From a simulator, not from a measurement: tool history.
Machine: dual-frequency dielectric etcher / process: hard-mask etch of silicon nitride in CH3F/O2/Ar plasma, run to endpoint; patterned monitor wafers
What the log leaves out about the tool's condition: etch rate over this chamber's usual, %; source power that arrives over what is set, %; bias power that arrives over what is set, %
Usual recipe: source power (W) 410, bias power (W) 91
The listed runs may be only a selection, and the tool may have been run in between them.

run      day  source power (W)  bias power (W)  wafers since the last listed run  hours since the last wet clean  hours since the last source power generator calibration  hours since the last bias power generator calibration  hours since the last upper electrode change  incoming incoming film thickness, nm  endpoint time (s)
  1    0.000               410              91                                 0                           441.4                                                    985.0                                                 2488.0                                       2227.2                                 47.14               65.9
  2    2.067               440              91                               381                           491.0                                                   1034.6                                                 2537.6                                       2276.8                                 47.16               64.2
  3    6.175               440              91                               759                           589.6                                                   1133.2                                                 2636.2                                       2375.4                                 47.06               63.7
  4    9.062               440              91                               533                           658.9                                                   1202.5                                                 2705.5                                       2444.7                                 46.76               63.3
  5   13.412               410              98                               803                           763.3                                                   1306.9                                                 2809.9                                       2549.1                                 46.65               62.6
      15.858  -- wet clean of the chamber
  6   16.871               410              98                               454                            24.3                                                   1389.9                                                 2892.9                                       2632.1                                 47.07               63.3
  7   20.942               410              91                               752                           122.0                                                   1487.6                                                 2990.6                                       2729.8                                 46.57               65.4
  8   24.442               350             106                               646                           206.0                                                   1571.6                                                 3074.6                                       2813.8                                 47.00               67.3
  9   28.496               350             106                               749                           303.3                                                   1668.9                                                 3171.9                                       2911.1                                 46.77               66.4
 10   30.667               350             106                               401                           355.4                                                   1721.0                                                 3224.0                                       2963.2                                 46.57               65.4
 11   35.158               410              91                               829                           463.2                                                   1828.8                                                 3331.8                                       3071.0                                 47.26               65.9
 12   38.417               370              79                               602                           541.4                                                   1907.0                                                 3410.0                                       3149.2                                 47.08               74.0
      40.858  -- bias power generator calibrated
      41.417  -- upper electrode replaced
 13   41.871               330              91                               504                           624.3                                                   1989.9                                                   24.3                                         10.9                                 47.18               73.9
      42.654  -- source power generator calibrated
 14   43.954               370             111                               354                           674.3                                                     31.2                                                   74.3                                         60.9                                 46.92               63.7
      48.317  -- wet clean of the chamber
 15   55.225               370              97                              1897                           165.8                                                    301.7                                                  344.8                                        331.4                                 47.61               69.3
 16   57.925               410              84                               498                           230.6                                                    366.5                                                  409.6                                        396.2                                 46.88               69.1
 17   60.012               440             112                               385                           280.7                                                    416.6                                                  459.7                                        446.3                                 47.29               58.5
 18   61.758               490             101                               322                           322.6                                                    458.5                                                  501.6                                        488.2                                 47.35               57.7
 19   63.783               490              78                               374                           371.2                                                    507.1                                                  550.2                                        536.8                                 46.83               64.7
 20   67.417               500              99                               671                           458.4                                                    594.3                                                  637.4                                        624.0                                 46.95               57.6
 21   69.567               410             108                               397                           510.0                                                    645.9                                                  689.0                                        675.6                                 47.13               61.5
 22   71.679               410              91                               390                           560.7                                                    696.6                                                  739.7                                        726.3                                 46.85               66.4
 23   73.412               340              91                               320                           602.3                                                    738.2                                                  781.3                                        767.9                                 46.94               73.9
 24   75.879               440             106                               455                           661.5                                                    797.4                                                  840.5                                        827.1                                 46.74               58.0
      81.612  -- wet clean of the chamber
 25   83.146               490             101                              1157                            36.8                                                    971.8                                                 1014.9                                       1001.5                                 47.12               57.4
 26   85.071               460              69                               355                            83.0                                                   1018.0                                                 1061.1                                       1047.7                                 47.12               71.7
 27   96.042               490              73                              2027                           346.3                                                   1281.3                                                 1324.4                                       1311.0                                 47.27               67.0
 28   99.854               410              98                               704                           437.8                                                   1372.8                                                 1415.9                                       1402.5                                 47.36               63.5
 29  103.042               370             113                               588                           514.3                                                   1449.3                                                 1492.4                                       1479.0                                 46.90               62.4
 30  105.679               410              85                               487                           577.6                                                   1512.6                                                 1555.7                                       1542.3                                 47.41               68.4
 31  108.521               500              91                               525                           645.8                                                   1580.8                                                 1623.9                                       1610.5                                 46.88               59.2
     111.458  -- wet clean of the chamber
 32  111.638               350              98                               391                             4.3                                                   1655.6                                                 1698.7                                       1685.3                                 46.64               67.7
 33  115.858               510             100                               779                           105.6                                                   1756.9                                                 1800.0                                       1786.6                                 47.02               56.1
 34  118.300               500              76                               451                           164.2                                                   1815.5                                                 1858.6                                       1845.2                                 47.04               63.4

For each entry between runs, how does the tool's hidden state at the last listed run before it compare with that at the first listed run after it?
Runs 5 to 6: wet clean of the chamber (day 15.858)
  source power that arrives over what is set, %: 2.68 -> 2.9
  the result without the hidden state subtracted from the measured one, endpoint time (s): -0.9 -> -1.0
Runs 12 to 13: bias power generator calibrated (day 40.858); upper electrode replaced (day 41.417)
  source power that arrives over what is set, %: 4.22 -> 4.44
  the result without the hidden state subtracted from the measured one, endpoint time (s): -1.7 -> -1.7
Runs 13 to 14: source power generator calibrated (day 42.654)
  source power that arrives over what is set, %: 4.44 -> 0.186
  the result without the hidden state subtracted from the measured one, endpoint time (s): -1.7 -> -0.1
Runs 14 to 15: wet clean of the chamber (day 48.317)
  source power that arrives over what is set, %: 0.186 -> 0.881
  the result without the hidden state subtracted from the measured one, endpoint time (s): -0.1 -> -0.3
Runs 24 to 25: wet clean of the chamber (day 81.612)
  source power that arrives over what is set, %: 2.15 -> 2.6
  the result without the hidden state subtracted from the measured one, endpoint time (s): -0.6 -> -0.8
Runs 31 to 32: wet clean of the chamber (day 111.458)
  source power that arrives over what is set, %: 4.17 -> 4.36
  the result without the hidden state subtracted from the measured one, endpoint time (s): -1.3 -> -1.6

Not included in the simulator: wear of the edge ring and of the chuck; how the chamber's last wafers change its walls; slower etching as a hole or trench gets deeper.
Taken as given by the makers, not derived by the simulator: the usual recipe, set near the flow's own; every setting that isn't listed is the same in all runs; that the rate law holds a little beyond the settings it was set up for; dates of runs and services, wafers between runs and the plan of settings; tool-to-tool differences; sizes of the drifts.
